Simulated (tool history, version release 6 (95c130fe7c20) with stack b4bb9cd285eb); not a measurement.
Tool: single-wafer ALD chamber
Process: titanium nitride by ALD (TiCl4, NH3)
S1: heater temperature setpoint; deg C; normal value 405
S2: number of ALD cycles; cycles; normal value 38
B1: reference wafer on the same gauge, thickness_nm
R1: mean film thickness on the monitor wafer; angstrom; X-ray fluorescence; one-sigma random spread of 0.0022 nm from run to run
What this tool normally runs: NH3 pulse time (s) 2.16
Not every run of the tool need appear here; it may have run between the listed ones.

run 1 hour=0.0 | S1=405 S2=38 NH3_pulse_time_(s)=2.16 | B1=0.920 | R1=8.64
run 2 hour=61.0 | S1=405 S2=38 NH3_pulse_time_(s)=2.16 | B1=0.919 | R1=8.61
run 3 hour=132.5 | S1=405 S2=38 NH3_pulse_time_(s)=2.16 | B1=0.918 | R1=8.55
run 4 hour=167.6 | S1=405 S2=38 NH3_pulse_time_(s)=2.61 | B1=0.917 | R1=8.63
run 5 hour=203.0 | S1=405 S2=38 NH3_pulse_time_(s)=2.61 | B1=0.917 | R1=8.61
run 6 hour=264.9 | S1=405 S2=38 NH3_pulse_time_(s)=2.16 | B1=0.917 | R1=8.53
run 7 hour=335.8 | S1=405 S2=38 NH3_pulse_time_(s)=2.16 | B1=0.916 | R1=8.59
run 8 hour=482.3 | S1=405 S2=33 NH3_pulse_time_(s)=2.16 | B1=0.912 | R1=7.42
run 9 hour=525.6 | S1=405 S2=33 NH3_pulse_time_(s)=2.16 | B1=0.911 | R1=7.41
run 10 hour=571.7 | S1=412 S2=38 NH3_pulse_time_(s)=2.16 | B1=0.911 | R1=8.57
run 11 hour=607.0 | S1=405 S2=38 NH3_pulse_time_(s)=2.16 | B1=0.910 | R1=8.49
run 12 hour=674.4 | S1=405 S2=38 NH3_pulse_time_(s)=2.16 | B1=0.909 | R1=8.49
run 13 hour=710.4 | S1=405 S2=38 NH3_pulse_time_(s)=2.63 | B1=0.908 | R1=8.56
run 14 hour=736.9 | S1=405 S2=38 NH3_pulse_time_(s)=2.63 | B1=0.907 | R1=8.54
run 15 hour=786.5 | S1=405 S2=38 NH3_pulse_time_(s)=2.63 | B1=0.907 | R1=8.54
-- hour=811.8 showerhead replaced
run 16 hour=849.6 | S1=405 S2=38 NH3_pulse_time_(s)=2.16 | B1=0.906 | R1=8.48
run 17 hour=905.9 | S1=405 S2=38 NH3_pulse_time_(s)=2.16 | B1=0.905 | R1=8.46
run 18 hour=957.3 | S1=396 S2=33 NH3_pulse_time_(s)=2.16 | B1=0.903 | R1=7.31
-- hour=999.9 gauge calibrated
run 19 hour=1001.6 | S1=396 S2=33 NH3_pulse_time_(s)=2.16 | B1=0.923 | R1=7.48
-- hour=1023.8 thermocouple changed; heater temperature recalibrated
run 20 hour=1037.2 | S1=396 S2=33 NH3_pulse_time_(s)=2.16 | B1=0.923 | R1=7.48
run 21 hour=1080.4 | S1=405 S2=32 NH3_pulse_time_(s)=2.16 | B1=0.923 | R1=7.29
run 22 hour=1148.1 | S1=396 S2=38 NH3_pulse_time_(s)=1.59 | B1=0.924 | R1=8.55
run 23 hour=1195.5 | S1=405 S2=38 NH3_pulse_time_(s)=2.16 | B1=0.923 | R1=8.63
run 24 hour=1251.2 | S1=415 S2=44 NH3_pulse_time_(s)=2.86 | B1=0.924 | R1=10.12
run 25 hour=1282.8 | S1=419 S2=31 NH3_pulse_time_(s)=2.16 | B1=0.924 | R1=7.09
run 26 hour=1313.3 | S1=400 S2=34 NH3_pulse_time_(s)=1.76 | B1=0.923 | R1=7.66
run 27 hour=1380.6 | S1=417 S2=38 NH3_pulse_time_(s)=2.16 | B1=0.923 | R1=8.66
run 28 hour=1530.2 | S1=405 S2=43 NH3_pulse_time_(s)=2.97 | B1=0.922 | R1=9.82
run 29 hour=1593.6 | S1=394 S2=44 NH3_pulse_time_(s)=2.16 | B1=0.922 | R1=9.92
run 30 hour=1619.1 | S1=405 S2=38 NH3_pulse_time_(s)=2.16 | B1=0.921 | R1=8.65
run 31 hour=1667.8 | S1=418 S2=41 NH3_pulse_time_(s)=2.95 | B1=0.922 | R1=9.37
run 32 hour=1716.0 | S1=409 S2=38 NH3_pulse_time_(s)=2.16 | B1=0.920 | R1=8.65
run 33 hour=1765.1 | S1=405 S2=38 NH3_pulse_time_(s)=2.16 | B1=0.921 | R1=8.64
run 34 hour=1826.0 | S1=398 S2=41 NH3_pulse_time_(s)=1.68 | B1=0.919 | R1=9.18
run 35 hour=1872.7 | S1=405 S2=38 NH3_pulse_time_(s)=2.16 | B1=0.920 | R1=8.58
run 36 hour=1906.6 | S1=405 S2=35 NH3_pulse_time_(s)=1.82 | B1=0.918 | R1=7.91
run 37 hour=1954.3 | S1=399 S2=33 NH3_pulse_time_(s)=1.75 | B1=0.919 | R1=7.39
run 38 hour=1985.7 | S1=405 S2=33 NH3_pulse_time_(s)=2.16 | B1=0.918 | R1=7.46
run 39 hour=2091.2 | S1=405 S2=34 NH3_pulse_time_(s)=2.16 | B1=0.916 | R1=7.67
run 40 hour=2120.3 | S1=420 S2=36 NH3_pulse_time_(s)=2.71 | B1=0.917 | R1=8.22
run 41 hour=2290.0 | S1=405 S2=36 NH3_pulse_time_(s)=2.16 | B1=0.913 | R1=8.11

Forecast each of these 3 alternatives for the next run:
run A hour=2290.5 | S1=405 S2=38 NH3_pulse_time_(s)=2.16 | B1=? | R1=?
run B hour=2290.5 | S1=416 S2=36 NH3_pulse_time_(s)=2.73 | B1=? | R1=?
run C hour=2290.5 | S1=405 S2=31 NH3_pulse_time_(s)=2.16 | B1=? | R1=?

run=A B1=0.914 R1=8.55
run=B B1=0.914 R1=8.17
run=C B1=0.914 R1=6.97
Stripped of hidden state, with their random variation kept, the same runs would have yielded:
run=A R1=8.66
run=B R1=8.27
run=C R1=7.06

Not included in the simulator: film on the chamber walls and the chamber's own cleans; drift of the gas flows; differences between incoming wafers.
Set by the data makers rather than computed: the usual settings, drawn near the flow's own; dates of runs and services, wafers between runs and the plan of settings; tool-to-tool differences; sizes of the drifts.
